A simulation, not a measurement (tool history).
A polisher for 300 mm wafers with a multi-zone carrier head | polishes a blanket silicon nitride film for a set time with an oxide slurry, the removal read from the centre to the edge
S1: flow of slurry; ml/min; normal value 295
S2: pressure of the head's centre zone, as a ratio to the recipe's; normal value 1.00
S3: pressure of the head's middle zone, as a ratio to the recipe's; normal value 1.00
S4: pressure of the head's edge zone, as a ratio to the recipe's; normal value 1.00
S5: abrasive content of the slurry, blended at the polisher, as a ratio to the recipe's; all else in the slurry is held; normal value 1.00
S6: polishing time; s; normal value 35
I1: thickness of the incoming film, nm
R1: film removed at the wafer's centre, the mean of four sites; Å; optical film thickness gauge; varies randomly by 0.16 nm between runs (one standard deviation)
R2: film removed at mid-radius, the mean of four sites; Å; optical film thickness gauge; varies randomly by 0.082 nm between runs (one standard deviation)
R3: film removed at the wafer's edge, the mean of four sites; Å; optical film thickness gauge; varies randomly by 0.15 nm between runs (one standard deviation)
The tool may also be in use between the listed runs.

run    hour   S1    S2    S3    S4    S5  S6     I1   R1   R2   R3
  1     0.0  360  1.00  0.96  1.00  1.00  35  638.8  142  124  129
       38.2  -- worn pad replaced by a new one
  2    46.9  295  1.00  1.00  1.00  1.00  35  634.2  140  124  129
       54.2  -- slurry nozzle cleaned
       74.8  -- centre zone pressure recalibrated
  3    98.2  295  1.00  1.00  1.00  1.00  35  626.8  124  125  126
  4   150.3  295  1.00  1.00  1.00  1.00  26  627.1   93   95   94
  5   185.9  295  1.04  1.00  1.00  1.00  27  625.4  102   97   98
  6   236.8  295  1.00  1.00  1.00  1.00  35  624.1  131  127  124
  7   297.0  220  0.97  1.00  1.08  1.00  35  640.1  123  121  124
  8   355.3  295  1.00  1.00  1.00  0.75  35  625.7  102   94   93
  9   388.6  295  1.00  1.00  1.00  1.00  35  626.8  134  126  125
 10   450.4  295  1.00  1.00  1.00  1.00  29  633.6  112  104  103
 11   498.9  340  1.00  1.00  1.00  0.75  35  638.9  101   96   95
      516.9  -- edge zone pressure recalibrated
      518.9  -- slurry nozzle cleaned
      520.3  -- worn pad replaced by a new one
      610.8  -- centre zone pressure recalibrated
 12   657.5  350  1.00  0.94  1.00  0.90  35  623.1  116  111  116
 13   696.5  295  1.00  1.06  0.89  1.00  35  630.5  125  130  119
 14   724.7  295  1.00  1.00  1.06  1.00  35  625.4  124  123  129
 15   771.5  265  1.10  1.00  1.00  1.00  35  641.8  141  123  120
 16   796.4  295  1.00  1.00  1.00  1.00  35  617.7  128  125  125
 17   843.5  295  1.00  1.00  1.00  0.70  35  628.2   89   86   87
 18   905.0  295  1.00  1.00  1.00  1.00  35  624.2  129  125  123
 19   931.9  295  1.00  1.00  1.00  1.00  35  621.7  134  126  124
 20   966.3  295  1.00  1.00  1.00  1.00  35  635.4  131  126  124
      974.9  -- worn pad replaced by a new one
 21  1002.3  295  0.97  1.00  1.00  1.00  38  638.8  143  136  135

Predict each of these 4 candidate next runs independently; none follows another, all start after run 21:
  A  1002.7  295  0.91  1.00  1.00  1.00  35  627.7   ?   ?   ?
  B  1002.7  200  1.00  1.06  0.95  1.00  35  627.7   ?   ?   ?
  C  1002.7  195  1.00  0.96  1.00  1.00  35  627.7   ?   ?   ?
  D  1002.7  295  0.96  1.03  0.92  1.00  42  627.7   ?   ?   ?

run   R1   R2   R3
  A  122  126  125
  B  126  124  117
  C  125  115  120
  D  154  154  144
The same runs, with their run-to-run variation unchanged, on a tool lacking any hidden condition would have given:
run   R1   R2   R3
  A  112  126  125
  B  116  124  117
  C  115  115  120
  D  141  154  144
